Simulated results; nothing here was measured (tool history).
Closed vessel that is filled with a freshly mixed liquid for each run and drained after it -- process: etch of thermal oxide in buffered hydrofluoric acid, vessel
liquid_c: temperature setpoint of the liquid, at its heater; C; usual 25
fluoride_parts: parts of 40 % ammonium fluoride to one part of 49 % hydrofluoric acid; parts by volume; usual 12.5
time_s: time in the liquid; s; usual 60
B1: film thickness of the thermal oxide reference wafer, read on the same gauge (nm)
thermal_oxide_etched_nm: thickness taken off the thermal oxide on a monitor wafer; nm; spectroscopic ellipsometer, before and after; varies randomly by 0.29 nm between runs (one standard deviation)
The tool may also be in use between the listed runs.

run 1 hour=0 | liquid_c=22.5 fluoride_parts=12.5 time_s=60 | B1=100.02 | thermal_oxide_etched_nm=56.05
run 2 hour=13.4 | liquid_c=25 fluoride_parts=12.5 time_s=45 | B1=100 | thermal_oxide_etched_nm=48.53
run 3 hour=24.5 | liquid_c=25 fluoride_parts=12.5 time_s=45 | B1=100 | thermal_oxide_etched_nm=48.46
run 4 hour=32.9 | liquid_c=25 fluoride_parts=12.5 time_s=60 | B1=99.99 | thermal_oxide_etched_nm=64.69
run 5 hour=40.2 | liquid_c=25 fluoride_parts=12.5 time_s=60 | B1=100 | thermal_oxide_etched_nm=64.84
run 6 hour=49.3 | liquid_c=25 fluoride_parts=12.5 time_s=60 | B1=100 | thermal_oxide_etched_nm=64.62
-- hour=76.7 thermometer replaced
run 7 hour=85 | liquid_c=25 fluoride_parts=12.5 time_s=60 | B1=99.97 | thermal_oxide_etched_nm=64.68
-- hour=88.6 gauge calibrated
run 8 hour=101.9 | liquid_c=26.5 fluoride_parts=14.5 time_s=60 | B1=99.99 | thermal_oxide_etched_nm=61.03
-- hour=115.5 hydrofluoric acid flow meter replaced
run 9 hour=116.2 | liquid_c=25 fluoride_parts=12.5 time_s=90 | B1=100 | thermal_oxide_etched_nm=103.02
run 10 hour=124.9 | liquid_c=20.5 fluoride_parts=17 time_s=80 | B1=100.03 | thermal_oxide_etched_nm=52.92
run 11 hour=131.2 | liquid_c=25 fluoride_parts=12.5 time_s=60 | B1=99.97 | thermal_oxide_etched_nm=68.83
run 12 hour=144.5 | liquid_c=23.5 fluoride_parts=9.5 time_s=80 | B1=100 | thermal_oxide_etched_nm=106.08
-- hour=147.5 hydrofluoric acid flow meter replaced, repeated, since the last time left the tool worse
run 13 hour=156.1 | liquid_c=23.5 fluoride_parts=12.5 time_s=95 | B1=100.01 | thermal_oxide_etched_nm=88.74
run 14 hour=167 | liquid_c=25 fluoride_parts=12.5 time_s=60 | B1=100.01 | thermal_oxide_etched_nm=60.29
run 15 hour=179.5 | liquid_c=25 fluoride_parts=16.5 time_s=45 | B1=99.99 | thermal_oxide_etched_nm=34.52

Hidden state or all else? Some run-to-run changes of thermal_oxide_etched_nm, split into what the settings, what came in and random variation would give without the hidden state, and what is left for the hidden state (with any gauge scatter that isn't in both results):
The tool's hidden condition here consists of: liquid colder than its thermometer reads (K); hydrofluoric acid flow above the setpoint (%); gauge reads high (%).
Run 9 -> 10: liquid_c 25 -> 20.5, fluoride_parts 12.5 -> 17, time_s 90 -> 80. thermal_oxide_etched_nm -50.1 nm: hidden state -6.41, all else -43.69.
Run 12 -> 13: fluoride_parts 9.5 -> 12.5, time_s 80 -> 95, hydrofluoric acid flow meter replaced, repeated, since the last time left the tool worse. thermal_oxide_etched_nm -17.34 nm: hidden state -11.76, all else -5.58.
